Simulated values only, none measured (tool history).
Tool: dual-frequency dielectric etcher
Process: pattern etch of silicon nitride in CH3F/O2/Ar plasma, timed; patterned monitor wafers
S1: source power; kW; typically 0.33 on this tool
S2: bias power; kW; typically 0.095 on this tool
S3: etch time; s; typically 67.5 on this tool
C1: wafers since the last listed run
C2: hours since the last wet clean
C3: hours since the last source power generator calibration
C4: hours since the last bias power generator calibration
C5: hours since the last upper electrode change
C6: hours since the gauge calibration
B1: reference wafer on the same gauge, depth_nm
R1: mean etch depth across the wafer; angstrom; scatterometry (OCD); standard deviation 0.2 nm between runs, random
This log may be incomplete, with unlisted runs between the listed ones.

| run | hour | S1 | S2 | S3 | C1 | C2 | C3 | C4 | C5 | C6 | B1 | R1 |
|---|---|---|---|---|---|---|---|---|---|---|---|---|
| 1 | 0 | 0.33 | 0.102 | 67.5 | 0 | 278.9 | 3073.8 | 3305.6 | 2456.1 | 788.4 | 53.46 | 503.4 |
| 2 | 48.4 | 0.33 | 0.102 | 67.5 | 576 | 327.3 | 3122.2 | 3354 | 2504.5 | 836.8 | 53.4 | 503.9 |
| 3 | 116.2 | 0.33 | 0.095 | 67.5 | 807 | 395.1 | 3190 | 3421.8 | 2572.3 | 904.6 | 53.45 | 497 |
|  | 139.6 | bias power generator calibrated |
| 4 | 154.6 | 0.33 | 0.102 | 58 | 409 | 433.5 | 3228.4 | 15 | 2610.7 | 943 | 53.4 | 437 |
| 5 | 194.5 | 0.33 | 0.102 | 58 | 475 | 473.4 | 3268.3 | 54.9 | 2650.6 | 982.9 | 53.39 | 439 |
| 6 | 286.8 | 0.33 | 0.095 | 79 | 1098 | 565.7 | 3360.6 | 147.2 | 2742.9 | 1075.2 | 53.52 | 586.6 |
| 7 | 350.2 | 0.33 | 0.095 | 67.5 | 754 | 629.1 | 3424 | 210.6 | 2806.3 | 1138.6 | 53.39 | 500.9 |
| 8 | 407.5 | 0.33 | 0.095 | 67.5 | 682 | 686.4 | 3481.3 | 267.9 | 2863.6 | 1195.9 | 53.33 | 507.5 |
|  | 435.1 | wet clean of the chamber |
| 9 | 466.5 | 0.33 | 0.115 | 55.5 | 416 | 31.4 | 3540.3 | 326.9 | 2922.6 | 1254.9 | 53.29 | 419.2 |
| 10 | 515.9 | 0.29 | 0.095 | 67.5 | 588 | 80.8 | 3589.7 | 376.3 | 2972 | 1304.3 | 53.4 | 475.1 |
|  | 619.6 | source power generator calibrated |
| 11 | 620.1 | 0.27 | 0.095 | 67.5 | 1193 | 185 | 0.5 | 480.5 | 3076.2 | 1408.5 | 53.4 | 475.1 |
| 12 | 702.1 | 0.37 | 0.071 | 82 | 976 | 267 | 82.5 | 562.5 | 3158.2 | 1490.5 | 53.42 | 578.4 |
| 13 | 804.5 | 0.38 | 0.072 | 50.5 | 1219 | 369.4 | 184.9 | 664.9 | 3260.6 | 1592.9 | 53.4 | 364.6 |
| 14 | 846.3 | 0.33 | 0.095 | 67.5 | 497 | 411.2 | 226.7 | 706.7 | 3302.4 | 1634.7 | 53.48 | 499.3 |
| 15 | 921.6 | 0.33 | 0.095 | 67.5 | 896 | 486.5 | 302 | 782 | 3377.7 | 1710 | 53.48 | 499.9 |
| 16 | 1013.8 | 0.33 | 0.115 | 55.5 | 1097 | 578.7 | 394.2 | 874.2 | 3469.9 | 1802.2 | 53.43 | 435.8 |
| 17 | 1062.3 | 0.33 | 0.095 | 67.5 | 577 | 627.2 | 442.7 | 922.7 | 3518.4 | 1850.7 | 53.41 | 506.4 |
| 18 | 1134.6 | 0.33 | 0.095 | 67.5 | 860 | 699.5 | 515 | 995 | 3590.7 | 1923 | 53.42 | 510.7 |
| 19 | 1201.5 | 0.33 | 0.095 | 67.5 | 796 | 766.4 | 581.9 | 1061.9 | 3657.6 | 1989.9 | 53.43 | 511.1 |
|  | 1274.4 | wet clean of the chamber |
| 20 | 1286.1 | 0.39 | 0.107 | 82.5 | 721 | 11.7 | 666.5 | 1146.5 | 3742.2 | 2074.5 | 53.43 | 635.9 |
| 21 | 1325.7 | 0.39 | 0.114 | 56.5 | 471 | 51.3 | 706.1 | 1186.1 | 3781.8 | 2114.1 | 53.4 | 448.6 |
| 22 | 1428.9 | 0.28 | 0.095 | 67.5 | 1228 | 154.5 | 809.3 | 1289.3 | 3885 | 2217.3 | 53.39 | 476.9 |
|  | 1568.6 | upper electrode replaced |
| 23 | 1648.6 | 0.26 | 0.113 | 48 | 2330 | 374.2 | 1029 | 1509 | 80 | 2437 | 53.36 | 348.5 |
|  | 1719.6 | gauge calibrated |
| 24 | 1928.5 | 0.4 | 0.095 | 73.5 | 3332 | 654.1 | 1308.9 | 1788.9 | 359.9 | 208.9 | 53.4 | 579.4 |
|  | 2008 | wet clean of the chamber |
| 25 | 2032.9 | 0.29 | 0.11 | 67.5 | 957 | 24.9 | 1413.3 | 1893.3 | 464.3 | 313.3 | 53.46 | 484.4 |
| 26 | 2080.2 | 0.33 | 0.108 | 67.5 | 563 | 72.2 | 1460.6 | 1940.6 | 511.6 | 360.6 | 53.45 | 503.6 |
| 27 | 2173.9 | 0.39 | 0.072 | 55.5 | 1115 | 165.9 | 1554.3 | 2034.3 | 605.3 | 454.3 | 53.43 | 397.2 |
| 28 | 2211.1 | 0.33 | 0.095 | 87 | 442 | 203.1 | 1591.5 | 2071.5 | 642.5 | 491.5 | 53.44 | 628.6 |
| 29 | 2529.4 | 0.33 | 0.095 | 67.5 | 3789 | 521.4 | 1909.8 | 2389.8 | 960.8 | 809.8 | 53.37 | 502.7 |
| 30 | 2635.9 | 0.33 | 0.095 | 67.5 | 1268 | 627.9 | 2016.3 | 2496.3 | 1067.3 | 916.3 | 53.39 | 504.3 |

Entry by entry between the runs, the difference in hidden state between the last listed run before and the first listed run after:
Logged between run 3 and run 4: bias power generator calibrated (hour 139.6)
  etch rate over this chamber's usual, %: 2.44 -> 2.7
  what was measured, less what the result would be without the hidden state, R1: +11.9 -> +11.5 angstrom
Logged between run 8 and run 9: wet clean of the chamber (hour 435.1)
  etch rate over this chamber's usual, %: 4.42 -> 0.702
  what was measured, less what the result would be without the hidden state, R1: +21.5 -> +2.9 angstrom
Logged between run 10 and run 11: source power generator calibrated (hour 619.6)
  etch rate over this chamber's usual, %: 1.04 -> 1.74
  what was measured, less what the result would be without the hidden state, R1: +4.9 -> +8.1 angstrom
Logged between run 19 and run 20: wet clean of the chamber (hour 1274.4)
  etch rate over this chamber's usual, %: 5.69 -> 0.7
  what was measured, less what the result would be without the hidden state, R1: +27.5 -> +4.4 angstrom
Logged between run 22 and run 23: upper electrode replaced (hour 1568.6)
  etch rate over this chamber's usual, %: 1.67 -> 3.16
  what was measured, less what the result would be without the hidden state, R1: +7.8 -> +10.7 angstrom
Logged between run 23 and run 24: gauge calibrated (hour 1719.6)
  etch rate over this chamber's usual, %: 3.16 -> 5.06
  what was measured, less what the result would be without the hidden state, R1: +10.7 -> +27.8 angstrom
Logged between run 24 and run 25: wet clean of the chamber (hour 2008)
  etch rate over this chamber's usual, %: 5.06 -> 0.383
  what was measured, less what the result would be without the hidden state, R1: +27.8 -> +1.9 angstrom
